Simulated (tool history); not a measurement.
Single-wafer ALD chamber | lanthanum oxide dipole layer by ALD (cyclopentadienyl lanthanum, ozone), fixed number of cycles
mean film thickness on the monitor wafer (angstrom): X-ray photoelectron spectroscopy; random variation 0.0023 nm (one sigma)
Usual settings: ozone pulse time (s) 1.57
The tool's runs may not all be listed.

run,day,ozone pulse time (s),"read-back reference wafer on the same gauge, thickness_nm",mean film thickness on the monitor wafer (angstrom)
1,0.000,1.31,0.541,5.46
2,2.342,1.31,0.541,5.46
3,6.042,1.11,0.541,5.25
4,7.483,1.11,0.540,5.19
5,9.821,1.75,0.541,5.74
6,10.979,1.57,0.541,5.63
7,12.654,1.57,0.541,5.65
8,14.129,1.57,0.542,5.61
9,16.042,1.57,0.541,5.60
10,18.700,1.57,0.541,5.61
11,19.750,1.57,0.541,5.62
12,21.762,1.57,0.542,5.65
13,23.408,1.26,0.541,5.34
# day 26.054: showerhead replaced, of another model than before
14,26.075,1.26,0.541,5.44
15,28.154,1.86,0.541,5.74
16,30.288,1.23,0.541,5.35
17,33.067,1.40,0.540,5.46
18,35.362,1.93,0.541,5.70
19,36.842,2.02,0.540,5.72
# day 36.967: gauge calibrated
20,38.275,1.57,0.541,5.52
21,40.500,1.99,0.540,5.68
# day 41.275: ozone generator serviced
22,42.650,2.19,0.541,5.87
# day 43.133: thermocouple changed; heater temperature recalibrated
23,45.412,1.87,0.541,5.76
24,47.100,0.96,0.541,5.22
25,54.971,0.97,0.542,5.21

Forecast each of these 3 alternatives for the next run:
A,54.988,1.57,?,?
B,54.988,1.30,?,?
C,54.988,1.91,?,?

run,"read-back reference wafer on the same gauge, thickness_nm",mean film thickness on the monitor wafer (angstrom)
A,0.540,5.64
B,0.540,5.49
C,0.540,5.76
Without the tool's hidden state the same runs would have given:
run,mean film thickness on the monitor wafer (angstrom)
A,5.66
B,5.51
C,5.77

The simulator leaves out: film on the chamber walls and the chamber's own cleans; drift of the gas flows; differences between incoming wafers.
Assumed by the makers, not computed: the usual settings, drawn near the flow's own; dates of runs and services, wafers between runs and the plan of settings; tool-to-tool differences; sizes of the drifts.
